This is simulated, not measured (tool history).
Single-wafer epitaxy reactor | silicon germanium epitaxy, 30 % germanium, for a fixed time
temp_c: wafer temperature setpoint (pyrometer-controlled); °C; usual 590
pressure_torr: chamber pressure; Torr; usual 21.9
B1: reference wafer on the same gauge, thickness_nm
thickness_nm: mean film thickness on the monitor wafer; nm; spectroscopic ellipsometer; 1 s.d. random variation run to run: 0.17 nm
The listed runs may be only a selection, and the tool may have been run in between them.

Run 1, hour 0.0: usual settings but temp_c 579 °C; B1 49.827. Result: thickness_nm 39.962 nm.
Run 2, hour 70.3: usual settings but temp_c 579 °C; B1 49.663. Result: thickness_nm 40.260 nm.
Run 3, hour 123.6: usual settings but temp_c 596 °C, pressure_torr 23.9 Torr; B1 49.649. Result: thickness_nm 54.685 nm.
Run 4, hour 220.2: usual settings but temp_c 596 °C, pressure_torr 23.9 Torr; B1 49.572. Result: thickness_nm 54.494 nm.
Run 5, hour 265.9: usual settings; B1 49.501. Result: thickness_nm 47.957 nm.
Run 6, hour 311.6: usual settings; B1 49.450. Result: thickness_nm 48.142 nm.
Run 7, hour 371.6: usual settings but temp_c 583 °C, pressure_torr 24.8 Torr; B1 49.392. Result: thickness_nm 44.254 nm.
At hour 422.5: gauge calibrated.
Run 8, hour 440.4: usual settings but temp_c 583 °C, pressure_torr 24.8 Torr; B1 50.155. Result: thickness_nm 44.744 nm.
Run 9, hour 532.9: usual settings but temp_c 600 °C; B1 50.081. Result: thickness_nm 57.890 nm.
Run 10, hour 617.6: usual settings; B1 49.983. Result: thickness_nm 48.821 nm.
At hour 711.5: showerhead replaced.
Run 11, hour 715.1: usual settings; B1 49.901. Result: thickness_nm 48.733 nm.
At hour 786.5: pyrometer calibrated.
Run 12, hour 789.7: usual settings; B1 49.860. Result: thickness_nm 48.932 nm.
Run 13, hour 829.4: usual settings; B1 49.885. Result: thickness_nm 48.573 nm.
At hour 922.5: capacitance manometer re-zeroed and calibrated.
Run 14, hour 923.0: usual settings; B1 49.756. Result: thickness_nm 48.252 nm.
Run 15, hour 983.1: usual settings; B1 49.745. Result: thickness_nm 48.311 nm.
Run 16, hour 1028.3: usual settings; B1 49.557. Result: thickness_nm 48.332 nm.
Run 17, hour 1091.0: usual settings but temp_c 584 °C; B1 49.657. Result: thickness_nm 43.771 nm.
Run 18, hour 1187.3: usual settings but pressure_torr 17.4 Torr; B1 49.630. Result: thickness_nm 45.779 nm.
Run 19, hour 1290.8: usual settings but temp_c 584 °C, pressure_torr 18.4 Torr; B1 49.499. Result: thickness_nm 41.719 nm.
Run 20, hour 1390.7: usual settings but temp_c 586 °C, pressure_torr 24.3 Torr; B1 49.358. Result: thickness_nm 45.969 nm.
Run 21, hour 1457.5: usual settings but temp_c 578 °C; B1 49.323. Result: thickness_nm 39.106 nm.
Run 22, hour 1511.4: usual settings but temp_c 600 °C, pressure_torr 27.4 Torr; B1 49.280. Result: thickness_nm 60.301 nm.
Run 23, hour 1553.7: usual settings but temp_c 598 °C, pressure_torr 27.2 Torr; B1 49.164. Result: thickness_nm 58.109 nm.
At hour 1588.7: gauge calibrated.
Run 24, hour 1635.9: usual settings but temp_c 581 °C, pressure_torr 18.6 Torr; B1 50.297. Result: thickness_nm 40.302 nm.
Run 25, hour 1684.7: usual settings; B1 50.252. Result: thickness_nm 49.077 nm.
Run 26, hour 1722.0: usual settings but temp_c 596 °C, pressure_torr 26.1 Torr; B1 50.105. Result: thickness_nm 56.933 nm.
Run 27, hour 1817.2: usual settings but temp_c 581 °C; B1 50.094. Result: thickness_nm 41.577 nm.

Run 28, settings as shown, results not yet in. Your forecast:
Run 28, hour 1875.9: usual settings; B1 ?. Result: thickness_nm ?.

For run 28 the tool returned B1 50.060, thickness_nm 48.846 nm.
On a tool with no hidden condition, and with the same random variation, this run would have come out at thickness_nm 49.082 nm.
